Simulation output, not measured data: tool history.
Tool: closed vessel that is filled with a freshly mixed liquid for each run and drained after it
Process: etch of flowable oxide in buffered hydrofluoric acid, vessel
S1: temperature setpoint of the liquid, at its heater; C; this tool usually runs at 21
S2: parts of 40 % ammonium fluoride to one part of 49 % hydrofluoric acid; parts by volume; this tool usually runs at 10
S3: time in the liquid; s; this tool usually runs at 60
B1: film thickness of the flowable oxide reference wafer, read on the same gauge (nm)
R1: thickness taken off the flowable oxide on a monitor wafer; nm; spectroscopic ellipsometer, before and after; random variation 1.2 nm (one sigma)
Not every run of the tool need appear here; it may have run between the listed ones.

Run 1, hour 0: usual settings but S2 12.5 parts by volume, S3 70 s; B1 90.02. Result: R1 147.91 nm.
Run 2, hour 33.9: usual settings but S2 12 parts by volume, S3 45 s; B1 89.98. Result: R1 97.84 nm.
Run 3, hour 65.4: usual settings but S2 12 parts by volume, S3 45 s; B1 89.98. Result: R1 99.72 nm.
Run 4, hour 94: usual settings; B1 90. Result: R1 158.29 nm.
At hour 115.2: hydrofluoric acid flow meter replaced.
Run 5, hour 141.4: usual settings; B1 89.97. Result: R1 158.46 nm.
Run 6, hour 171.1: usual settings; B1 90.02. Result: R1 159.15 nm.
Run 7, hour 185.1: usual settings; B1 90.03. Result: R1 158 nm.
Run 8, hour 218.6: usual settings; B1 89.98. Result: R1 158.86 nm.
Run 9, hour 241.7: usual settings; B1 89.98. Result: R1 155.8 nm.
At hour 263.5: gauge calibrated.
Run 10, hour 268.5: usual settings; B1 89.98. Result: R1 158.62 nm.
Run 11, hour 287.1: usual settings but S1 24.5 C; B1 90.05. Result: R1 190.99 nm.
Run 12, hour 321.8: usual settings; B1 90.02. Result: R1 159.86 nm.
Run 13, hour 342.4: usual settings; B1 89.97. Result: R1 156.81 nm.
Run 14, hour 357.6: usual settings; B1 90.02. Result: R1 156.52 nm.
Run 15, hour 390.7: usual settings but S1 25 C; B1 89.99. Result: R1 196.38 nm.
Run 16, hour 406.6: usual settings but S1 25 C; B1 89.98. Result: R1 197.52 nm.
Run 17, hour 418.7: usual settings but S1 17 C, S2 7.5 parts by volume; B1 89.98. Result: R1 164.98 nm.
Run 18, hour 445.1: usual settings but S2 12 parts by volume, S3 45 s; B1 90. Result: R1 99.25 nm.
Run 19, hour 471.3: usual settings but S1 24 C; B1 90.01. Result: R1 186.94 nm.
At hour 473.7: thermometer replaced.
Run 20, hour 486: usual settings but S2 7 parts by volume; B1 90. Result: R1 218.87 nm.
Run 21, hour 512.1: usual settings; B1 90.03. Result: R1 158.68 nm.
At hour 514: hydrofluoric acid flow meter replaced.
Run 22, hour 529.2: usual settings; B1 89.97. Result: R1 157.5 nm.
Run 23, hour 564.9: usual settings; B1 89.97. Result: R1 157.47 nm.
Run 24, hour 594: usual settings; B1 90. Result: R1 157.5 nm.
Run 25, hour 619.1: usual settings but S1 17 C; B1 89.98. Result: R1 123.58 nm.
Run 26, hour 631.7: usual settings but S1 19.5 C, S2 8.5 parts by volume, S3 35 s; B1 90.03. Result: R1 95.86 nm.
Run 27, hour 650.8: usual settings but S1 18.5 C, S3 80 s; B1 90. Result: R1 183.35 nm.
Run 28, hour 664.7: usual settings; B1 90.01. Result: R1 157.69 nm.
Run 29, hour 698: usual settings but S1 22.5 C, S2 8 parts by volume; B1 89.99. Result: R1 207.77 nm.
Run 30, hour 715.8: usual settings but S1 19.5 C, S3 35 s; B1 89.96. Result: R1 83.74 nm.
Run 31, hour 738.7: usual settings but S1 17 C, S2 13 parts by volume, S3 40 s; B1 90. Result: R1 65.6 nm.
Run 32, hour 768.8: usual settings but S2 12.5 parts by volume; B1 89.99. Result: R1 127.28 nm.
Run 33, hour 796.9: usual settings but S2 6 parts by volume; B1 89.99. Result: R1 253.84 nm.

Branching from run 33: 4 alternative next runs. What would each branch give?
Run A, hour 797.6: usual settings but S2 11.5 parts by volume; B1 ?. Result: R1 ?.
Run B, hour 797.6: usual settings but S1 17 C, S3 80 s; B1 ?. Result: R1 ?.
Run C, hour 797.6: usual settings but S1 17 C, S2 13.5 parts by volume; B1 ?. Result: R1 ?.
Run D, hour 797.6: usual settings but S2 11.5 parts by volume, S3 35 s; B1 ?. Result: R1 ?.

run     B1      R1
  A  90.02  138.98
  B  90.02  169.49
  C  90.02   94.79
  D  90.02   81.07
With the hidden condition removed and each run's random variation left untouched, the same runs would have given:
run      R1
  A  138.98
  B  169.49
  C   94.79
  D   81.07

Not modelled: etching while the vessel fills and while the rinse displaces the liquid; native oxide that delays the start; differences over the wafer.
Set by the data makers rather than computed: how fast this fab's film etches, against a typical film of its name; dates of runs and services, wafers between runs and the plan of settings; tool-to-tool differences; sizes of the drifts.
